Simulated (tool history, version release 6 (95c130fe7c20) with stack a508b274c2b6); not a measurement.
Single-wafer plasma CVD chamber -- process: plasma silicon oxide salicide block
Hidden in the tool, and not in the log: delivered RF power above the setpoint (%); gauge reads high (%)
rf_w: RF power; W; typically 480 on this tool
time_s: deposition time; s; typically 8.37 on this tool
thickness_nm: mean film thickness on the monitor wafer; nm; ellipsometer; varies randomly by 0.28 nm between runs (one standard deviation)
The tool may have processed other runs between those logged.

run   hour  rf_w  time_s  wafers since the last listed run  hours since the last RF generator calibration  hours since the showerhead was replaced  hours since the gauge calibration  read-back reference wafer on the same gauge, thickness_nm  thickness_nm
  1      0   480    7.67                                 0                                         1290.4                                   4219.3                              507.3                                                     71.269        77.423
  2   51.1   480    7.99                              1678                                         1341.5                                   4270.4                              558.4                                                     71.334        80.377
  3  115.3   480    7.99                              2109                                         1405.7                                   4334.6                              622.6                                                       71.3        80.516
  4  163.6   480    8.37                              1586                                           1454                                   4382.9                              670.9                                                     71.241        84.716
  5  199.9   480    8.37                              1192                                         1490.3                                   4419.2                              707.2                                                     71.307        84.669
  6  236.6   480    8.37                              1205                                           1527                                   4455.9                              743.9                                                     71.266            84
  7  306.9   480    8.37                              2309                                         1597.3                                   4526.2                              814.2                                                     71.326        83.946
     313.8  -- gauge calibrated
     354.7  -- showerhead replaced, of another model than before
     456.9  -- RF generator calibrated
  8  509.9   480    7.67                              6144                                             53                                    155.2                              196.1                                                     71.317        78.876
  9  577.4   505    8.37                              2217                                          120.5                                    222.7                              263.6                                                     71.307        89.205
 10    621   510    7.81                              1432                                          164.1                                    266.3                              307.2                                                     71.223         84.02
 11  664.5   385    9.14                              1429                                          207.6                                    309.8                              350.7                                                     71.393        75.264
 12  719.9   480    8.37                              1820                                            263                                    365.2                              406.1                                                      71.28        86.322
 13  752.7   575    9.46                              1077                                          295.8                                      398                              438.9                                                     71.285       110.476
 14  778.2   395    8.37                               837                                          321.3                                    423.5                              464.4                                                     71.286         71.26
 15  817.3   480    8.37                              1284                                          360.4                                    462.6                              503.5                                                     71.227        85.906

Alternative continuations, all from the tool just after run 15; predict every row:
  A  817.7   415    8.37                                13                                          360.8                                      463                              503.9                                                          ?             ?
  B  817.7   525    7.57                                13                                          360.8                                      463                              503.9                                                          ?             ?
  C  817.7   525    7.26                                13                                          360.8                                      463                              503.9                                                          ?             ?

run  read-back reference wafer on the same gauge, thickness_nm  thickness_nm
  A                                                     71.266        75.544
  B                                                     71.266        83.446
  C                                                     71.266        80.029
With no hidden state in the tool, these same runs would have given:
run  thickness_nm
  A        75.848
  B        83.782
  C        80.351

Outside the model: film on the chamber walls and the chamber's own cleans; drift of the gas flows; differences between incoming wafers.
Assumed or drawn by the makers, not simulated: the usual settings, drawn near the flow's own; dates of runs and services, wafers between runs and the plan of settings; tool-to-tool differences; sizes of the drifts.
